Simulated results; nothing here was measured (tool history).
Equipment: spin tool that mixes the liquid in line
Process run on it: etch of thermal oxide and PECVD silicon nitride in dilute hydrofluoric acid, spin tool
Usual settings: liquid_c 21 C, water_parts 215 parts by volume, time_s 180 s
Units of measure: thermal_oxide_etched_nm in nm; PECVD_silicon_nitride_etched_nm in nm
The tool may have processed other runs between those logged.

run,hour,liquid_c,water_parts,time_s,wafers since the last listed run,hours since the thermometer was replaced,hours since the hydrofluoric acid flow meter was replaced,hours since the gauge calibration,"read-back film thickness of the thermal oxide reference wafer, read on the same gauge (nm)","read-back film thickness of the PECVD silicon nitride reference wafer, read on the same gauge (nm)",thermal_oxide_etched_nm,PECVD_silicon_nitride_etched_nm
1,0,21,215,180,0,690.4,800.1,162.6,110.001,29.988,3.592,1.51
# hour 28.5: hydrofluoric acid flow meter replaced
2,69.8,21,215,180,546,760.2,41.3,232.4,109.988,29.976,3.361,1.542
3,130.9,22.5,215,255,485,821.3,102.4,293.5,110.017,30.004,5.04,2.315
4,180.5,19,215,110,393,870.9,152,343.1,110.009,30.046,1.923,0.831
5,221.4,21,215,105,324,911.8,192.9,384,109.982,30.021,2.005,0.909
6,326.7,21,215,105,836,1017.1,298.2,489.3,109.982,30.054,1.987,0.927
7,381.8,21,215,110,437,1072.2,353.3,544.4,110.015,29.996,2.113,1.006
8,484.5,21,215,110,815,1174.9,456,647.1,109.965,30.029,2.146,0.976
9,558.9,21,215,180,590,1249.3,530.4,721.5,110.014,30.01,3.536,1.722
10,642.7,21,215,180,665,1333.1,614.2,805.3,110.021,29.965,3.585,1.592
11,682,21,215,180,312,1372.4,653.5,844.6,109.994,30.013,3.617,1.684
12,725.3,21,215,180,343,1415.7,696.8,887.9,109.978,30.015,3.604,1.638
# hour 765.1: hydrofluoric acid flow meter replaced
13,814.2,19.5,320,180,697,1504.6,49.1,976.8,109.993,29.999,2.003,0.942
14,904,21,215,180,713,1594.4,138.9,1066.6,110.014,30.013,3.555,1.583
# hour 1038.8: gauge calibrated
15,1194,24.5,260,290,2302,1884.4,428.9,155.2,110.002,29.948,5.268,2.789
# hour 1209.8: thermometer replaced
16,1404.5,17.5,305,180,1663,194.7,639.4,365.7,110.005,29.945,1.954,0.894
17,1480.9,21,215,105,606,271.1,715.8,442.1,110.016,30.03,2.032,0.879
# hour 1522.1: hydrofluoric acid flow meter replaced
18,1579.3,25.5,255,90,773,369.5,57.2,540.5,110.01,29.983,1.596,0.847
19,1661.2,22.5,115,85,650,451.4,139.1,622.4,110.009,29.978,3.487,1.402

For run 20, what comes out?
20,1746.6,17,215,125,678,536.8,224.5,707.8,?,?,?,?

{"run 20": {"read-back film thickness of the thermal oxide reference wafer, read on the same gauge (nm)": 110.015, "read-back film thickness of the PECVD silicon nitride reference wafer, read on the same gauge (nm)": 30.043, "thermal_oxide_etched_nm": 2.011, "PECVD_silicon_nitride_etched_nm": 0.805}}
Minus the tool's unlogged condition, the same run would have read thermal_oxide_etched_nm 1.912 nm, PECVD_silicon_nitride_etched_nm 0.75 nm.

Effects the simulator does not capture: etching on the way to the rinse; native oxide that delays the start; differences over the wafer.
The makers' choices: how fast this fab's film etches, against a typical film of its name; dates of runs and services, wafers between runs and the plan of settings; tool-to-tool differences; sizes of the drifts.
